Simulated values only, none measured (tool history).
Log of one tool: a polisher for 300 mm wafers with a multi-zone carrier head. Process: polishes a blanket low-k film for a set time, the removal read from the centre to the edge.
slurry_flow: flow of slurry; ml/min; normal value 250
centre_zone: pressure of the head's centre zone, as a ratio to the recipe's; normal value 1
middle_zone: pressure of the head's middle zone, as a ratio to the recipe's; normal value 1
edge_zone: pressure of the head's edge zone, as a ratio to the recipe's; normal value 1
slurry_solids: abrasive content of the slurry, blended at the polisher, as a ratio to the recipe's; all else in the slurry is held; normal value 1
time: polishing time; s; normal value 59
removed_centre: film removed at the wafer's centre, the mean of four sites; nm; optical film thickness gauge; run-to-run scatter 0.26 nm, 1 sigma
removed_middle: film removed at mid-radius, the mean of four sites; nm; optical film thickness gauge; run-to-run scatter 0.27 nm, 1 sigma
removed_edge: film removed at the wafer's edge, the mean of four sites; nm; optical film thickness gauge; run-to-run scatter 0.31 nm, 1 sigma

| run | hour | slurry_flow | centre_zone | middle_zone | edge_zone | slurry_solids | time | wafers since the last listed run | wafers polished on this pad | hours since the slurry nozzle was cleaned | hours since the centre zone pressure was calibrated | hours since the edge zone pressure was calibrated | hours since the carrier head's membrane was replaced | incoming thickness of the incoming film, nm | removed_centre | removed_middle | removed_edge |
|---|---|---|---|---|---|---|---|---|---|---|---|---|---|---|---|---|---|
| 1 | 0 | 250 | 1 | 1 | 1 | 1 | 59 | 0 | 1362 | 370.1 | 861.6 | 1475.5 | 1482.8 | 466.5 | 18.9 | 18.9 | 18.4 |
|  | 6.1 | worn pad replaced by a new one, repeated, since the last time left the tool worse |
| 2 | 8.4 | 250 | 1 | 1 | 1 | 1 | 59 | 74 | 39 | 378.5 | 870 | 1483.9 | 1491.2 | 473.1 | 22.7 | 23.1 | 22.1 |
|  | 11.1 | centre zone pressure recalibrated |
| 3 | 21 | 250 | 1 | 1 | 0.93 | 1 | 59 | 178 | 217 | 391.1 | 9.9 | 1496.5 | 1503.8 | 469.5 | 22.3 | 23 | 21.2 |
|  | 36.1 | edge zone pressure recalibrated |
| 4 | 36.6 | 250 | 1 | 1 | 0.93 | 1 | 59 | 228 | 446 | 406.7 | 25.5 | 0.5 | 1519.4 | 464.5 | 21.8 | 22.3 | 20.6 |
| 5 | 45.4 | 250 | 1 | 1 | 0.93 | 1 | 59 | 148 | 594 | 415.5 | 34.3 | 9.3 | 1528.2 | 464.7 | 21.8 | 21.5 | 20.5 |
| 6 | 64.2 | 250 | 1.1 | 1 | 1 | 1 | 59 | 316 | 910 | 434.3 | 53.1 | 28.1 | 1547 | 471.4 | 23.9 | 22 | 20.7 |
| 7 | 77.6 | 250 | 1 | 0.89 | 1 | 1 | 59 | 225 | 1135 | 447.7 | 66.5 | 41.5 | 1560.4 | 465.6 | 21.2 | 19.6 | 20.7 |
|  | 83.7 | worn pad replaced by a new one |
| 8 | 93.5 | 250 | 1 | 1 | 1 | 1 | 59 | 200 | 164 | 463.6 | 82.4 | 57.4 | 1576.3 | 472.9 | 22.8 | 22.8 | 21.8 |
| 9 | 101.5 | 250 | 1 | 1 | 1 | 1 | 59 | 134 | 298 | 471.6 | 90.4 | 65.4 | 1584.3 | 470.6 | 22.7 | 22.5 | 21.7 |
|  | 107.9 | carrier head's membrane replaced by a new one |
| 10 | 116.5 | 250 | 1 | 1 | 1 | 1 | 59 | 168 | 466 | 486.6 | 105.4 | 80.4 | 8.6 | 471.3 | 22 | 22.2 | 21.5 |
|  | 125.9 | slurry nozzle cleaned |
| 11 | 126.4 | 250 | 1 | 1 | 1 | 1 | 47 | 149 | 616 | 0.5 | 115.3 | 90.3 | 18.5 | 475.4 | 17.3 | 17.6 | 16.8 |
| 12 | 133 | 250 | 1 | 1.08 | 1 | 1 | 64 | 111 | 727 | 7.1 | 121.9 | 96.9 | 25.1 | 465.3 | 23.8 | 25.1 | 23.4 |
| 13 | 147.7 | 250 | 1 | 1 | 1 | 1 | 59 | 247 | 974 | 21.8 | 136.6 | 111.6 | 39.8 | 469 | 21.3 | 21.7 | 21.4 |
| 14 | 158.8 | 250 | 1 | 1.09 | 1.09 | 1 | 59 | 186 | 1161 | 32.9 | 147.7 | 122.7 | 50.9 | 467.1 | 21.1 | 23.5 | 21.3 |
|  | 173.2 | worn pad replaced by a new one |
| 15 | 173.7 | 250 | 0.91 | 0.93 | 1 | 0.75 | 71 | 183 | 7 | 47.8 | 162.6 | 137.6 | 65.8 | 473.5 | 20.7 | 22 | 22.7 |
| 16 | 187.6 | 250 | 1 | 1.05 | 1.09 | 1 | 59 | 233 | 241 | 61.7 | 176.5 | 151.5 | 79.7 | 473 | 22.2 | 23.6 | 22.6 |
| 17 | 203.3 | 250 | 1.11 | 1 | 1 | 1 | 59 | 264 | 505 | 77.4 | 192.2 | 167.2 | 95.4 | 475.5 | 24.5 | 22.7 | 21.6 |
| 18 | 218 | 250 | 1.12 | 1.08 | 0.95 | 1 | 59 | 247 | 753 | 92.1 | 206.9 | 181.9 | 110.1 | 473.8 | 24.7 | 23.3 | 20.6 |
| 19 | 224.5 | 250 | 1 | 1 | 1 | 1 | 59 | 109 | 862 | 98.6 | 213.4 | 188.4 | 116.6 | 476.2 | 22.1 | 21.8 | 20.8 |
| 20 | 241.6 | 170 | 1 | 1.03 | 0.93 | 1 | 53 | 287 | 1150 | 115.7 | 230.5 | 205.5 | 133.7 | 460.2 | 17.8 | 18.5 | 17.8 |
| 21 | 252.2 | 335 | 0.88 | 1 | 1 | 1 | 59 | 178 | 1328 | 126.3 | 241.1 | 216.1 | 144.3 | 461.6 | 19.1 | 22 | 21.8 |

A few steps of removed_centre between consecutive runs. Split each: what settings, incoming material and random variation would produce without the hidden state, and what is left over for the hidden state, along with gauge scatter present in only one of the two compared results (measured, and without hidden state):
Hidden conditions of the tool in this case: removal rate lost through wear of the pad, %; slurry flow missing at the pad, %; deviation of the centre zone's pressure from its setpoint, %; deviation of the edge zone's pressure from its setpoint, %.
Run 1 -> 2: worn pad replaced by a new one, repeated, since the last time left the tool worse. removed_centre +3.8 nm: hidden state +4.1, all else -0.3.
Run 7 -> 8: middle_zone 0.89 -> 1, worn pad replaced by a new one. removed_centre +1.6 nm: hidden state +1.4, all else +0.2.
Run 10 -> 11: time 59 -> 47, slurry nozzle cleaned. removed_centre -4.7 nm: hidden state -0.1, all else -4.6.
Run 11 -> 12: middle_zone 1 -> 1.08, time 47 -> 64. removed_centre +6.5 nm: hidden state -0.4, all else +6.9.
